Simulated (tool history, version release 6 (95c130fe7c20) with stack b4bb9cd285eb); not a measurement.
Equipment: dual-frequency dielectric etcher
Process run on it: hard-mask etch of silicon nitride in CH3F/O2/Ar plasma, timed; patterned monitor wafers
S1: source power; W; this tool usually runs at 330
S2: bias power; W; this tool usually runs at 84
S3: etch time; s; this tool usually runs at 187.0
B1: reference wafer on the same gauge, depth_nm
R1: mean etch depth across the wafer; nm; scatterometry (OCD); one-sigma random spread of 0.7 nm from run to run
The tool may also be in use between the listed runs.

Run 1, hour 0.0: usual settings; B1 140.1. Result: R1 141.6 nm.
Run 2, hour 106.6: usual settings; B1 139.7. Result: R1 142.8 nm.
At hour 218.0: wet clean of the chamber.
Run 3, hour 218.5: usual settings; B1 140.1. Result: R1 141.0 nm.
Run 4, hour 250.9: usual settings; B1 140.1. Result: R1 142.4 nm.
Run 5, hour 343.1: usual settings; B1 140.0. Result: R1 143.2 nm.
Run 6, hour 555.7: usual settings; B1 140.1. Result: R1 141.8 nm.
Run 7, hour 651.4: usual settings but S3 163.5 s; B1 139.9. Result: R1 122.9 nm.
At hour 716.8: wet clean of the chamber.
Run 8, hour 733.6: usual settings but S3 163.5 s; B1 139.9. Result: R1 124.7 nm.
Run 9, hour 799.6: usual settings; B1 140.0. Result: R1 141.1 nm.
Run 10, hour 886.9: usual settings; B1 140.0. Result: R1 142.3 nm.
Run 11, hour 961.9: usual settings; B1 139.9. Result: R1 142.9 nm.
Run 12, hour 1029.5: usual settings; B1 140.0. Result: R1 142.0 nm.
Run 13, hour 1089.8: usual settings but S3 145.5 s; B1 139.8. Result: R1 109.8 nm.
At hour 1108.3: bias power generator calibrated.
Run 14, hour 1155.3: usual settings but S2 77 W; B1 140.1. Result: R1 138.1 nm.
At hour 1190.4: wet clean of the chamber.
At hour 1197.3: upper electrode replaced.
At hour 1213.7: source power generator calibrated.
Run 15, hour 1360.5: usual settings but S1 400 W, S3 213.5 s; B1 140.1. Result: R1 178.1 nm.
Run 16, hour 1403.5: usual settings but S2 64 W; B1 140.1. Result: R1 132.0 nm.
At hour 1444.6: gauge calibrated.
Run 17, hour 1464.2: usual settings but S1 360 W, S2 72 W; B1 140.2. Result: R1 142.2 nm.
Run 18, hour 1555.7: usual settings; B1 139.9. Result: R1 141.0 nm.
Run 19, hour 1602.4: usual settings but S3 216.0 s; B1 140.0. Result: R1 165.1 nm.
Run 20, hour 1663.8: usual settings but S1 410 W, S3 139.5 s; B1 139.8. Result: R1 117.4 nm.
At hour 1688.7: wet clean of the chamber.
Run 21, hour 1770.4: usual settings but S2 67 W; B1 140.1. Result: R1 132.3 nm.
Run 22, hour 1857.8: usual settings; B1 140.0. Result: R1 141.5 nm.
Run 23, hour 1916.6: usual settings; B1 140.0. Result: R1 141.0 nm.
Run 24, hour 1980.9: usual settings but S2 100 W; B1 139.9. Result: R1 148.9 nm.

5 ways to go on from here, each from the tool as it stands after run 24. What would each give?
Run A, hour 1981.4: usual settings but S1 380 W; B1 ?. Result: R1 ?.
Run B, hour 1981.4: usual settings but S1 300 W, S2 67 W, S3 238.5 s; B1 ?. Result: R1 ?.
Run C, hour 1981.4: usual settings but S1 260 W, S2 69 W, S3 230.5 s; B1 ?. Result: R1 ?.
Run D, hour 1981.4: usual settings but S2 89 W, S3 213.5 s; B1 ?. Result: R1 ?.
Run E, hour 1981.4: usual settings but S1 400 W, S2 68 W, S3 239.5 s; B1 ?. Result: R1 ?.

run     B1     R1
  A  140.1  152.0
  B  140.1  161.0
  C  140.1  144.7
  D  140.1  164.3
  E  140.1  188.4
Without the tool's unlogged condition, the same runs would have read:
run     R1
  A  152.0
  B  161.0
  C  144.7
  D  164.3
  E  188.4
